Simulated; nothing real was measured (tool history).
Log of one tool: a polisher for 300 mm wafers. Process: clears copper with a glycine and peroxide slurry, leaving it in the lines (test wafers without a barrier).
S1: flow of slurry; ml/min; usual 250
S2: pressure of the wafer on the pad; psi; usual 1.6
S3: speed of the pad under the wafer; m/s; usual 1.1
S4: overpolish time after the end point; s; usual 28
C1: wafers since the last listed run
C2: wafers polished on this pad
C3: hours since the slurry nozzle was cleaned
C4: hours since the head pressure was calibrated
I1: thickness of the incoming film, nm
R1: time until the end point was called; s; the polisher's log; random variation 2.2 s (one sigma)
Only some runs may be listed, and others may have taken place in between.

| run | day | S1 | S2 | S3 | S4 | C1 | C2 | C3 | C4 | I1 | R1 |
|---|---|---|---|---|---|---|---|---|---|---|---|
| 1 | 0 | 220 | 1.6 | 1.1 | 28 | 0 | 6 | 648.9 | 954.6 | 629.1 | 144.3 |
|  | 0.292 | slurry nozzle cleaned |
| 2 | 2.867 | 220 | 1.6 | 1.1 | 28 | 487 | 493 | 61.8 | 1023.4 | 623.1 | 143.9 |
| 3 | 5.167 | 250 | 1.6 | 1.1 | 22 | 396 | 890 | 117 | 1078.6 | 621.3 | 140.5 |
| 4 | 6.408 | 250 | 1.6 | 1.1 | 28 | 214 | 1104 | 146.8 | 1108.4 | 621 | 143.7 |
| 5 | 7.521 | 250 | 1.6 | 1.1 | 28 | 191 | 1296 | 173.5 | 1135.1 | 615.1 | 138.5 |
|  | 9.467 | worn pad replaced by a new one |
| 6 | 9.867 | 250 | 1.6 | 1.1 | 28 | 375 | 68 | 229.8 | 1191.4 | 617.9 | 138 |
| 7 | 10.967 | 250 | 1.6 | 1.1 | 28 | 189 | 258 | 256.2 | 1217.8 | 622.9 | 138.6 |
|  | 11.975 | head pressure recalibrated |
| 8 | 13.958 | 250 | 1.6 | 1.1 | 28 | 501 | 760 | 328 | 47.6 | 614.4 | 149 |
| 9 | 16.117 | 250 | 1.6 | 1.1 | 28 | 372 | 1132 | 379.8 | 99.4 | 626.9 | 152.6 |
|  | 17.633 | worn pad replaced by a new one |
| 10 | 19.079 | 250 | 1.6 | 1.1 | 28 | 482 | 249 | 450.9 | 170.5 | 613.8 | 148 |
| 11 | 21.188 | 250 | 1.6 | 1.46 | 33 | 363 | 613 | 501.5 | 221.1 | 611.5 | 120 |
| 12 | 22.758 | 330 | 1.3 | 1.38 | 45 | 270 | 884 | 539.2 | 258.8 | 616.7 | 138.9 |
| 13 | 23.825 | 250 | 1.6 | 1.1 | 28 | 184 | 1068 | 564.8 | 284.4 | 614 | 148.1 |
|  | 25.162 | worn pad replaced by a new one |
| 14 | 25.412 | 250 | 1.8 | 1.1 | 28 | 245 | 43 | 602.9 | 322.5 | 620.4 | 142.1 |
| 15 | 27.292 | 250 | 1.6 | 1.24 | 17 | 324 | 367 | 648 | 367.6 | 617.4 | 138 |
|  | 28.062 | slurry nozzle cleaned |
| 16 | 30.129 | 250 | 1.6 | 1.1 | 36 | 482 | 849 | 49.6 | 435.7 | 620.9 | 145.5 |
| 17 | 32.617 | 210 | 1.6 | 1.36 | 18 | 429 | 1278 | 109.3 | 495.4 | 607.4 | 122.4 |
|  | 33.721 | worn pad replaced by a new one |
| 18 | 34.754 | 250 | 1.6 | 1.1 | 28 | 339 | 178 | 160.6 | 546.7 | 618.9 | 153.2 |
| 19 | 36.825 | 250 | 2.1 | 1.1 | 28 | 357 | 535 | 210.3 | 596.4 | 608.1 | 121.5 |
| 20 | 38.75 | 250 | 1.6 | 1.1 | 28 | 332 | 867 | 256.5 | 642.6 | 619.5 | 146.2 |

4 ways to go on from here, each from the tool as it stands after run 20. What would each give?
| A | 38.771 | 250 | 1.6 | 1.1 | 28 | 3 | 871 | 257 | 643.1 | 614.1 | ? |
| B | 38.771 | 250 | 1.9 | 1.1 | 28 | 3 | 871 | 257 | 643.1 | 614.1 | ? |
| C | 38.771 | 250 | 1.6 | 1.1 | 39 | 3 | 871 | 257 | 643.1 | 614.1 | ? |
| D | 38.771 | 250 | 1 | 1.1 | 28 | 3 | 871 | 257 | 643.1 | 614.1 | ? |

| run | R1 |
|---|---|
| A | 145.4 |
| B | 130.8 |
| C | 145.4 |
| D | 187.3 |
The same runs, with their run-to-run variation unchanged, on a tool lacking any hidden condition would have given:
| run | R1 |
|---|---|
| A | 146.6 |
| B | 131.9 |
| C | 146.6 |
| D | 188.6 |
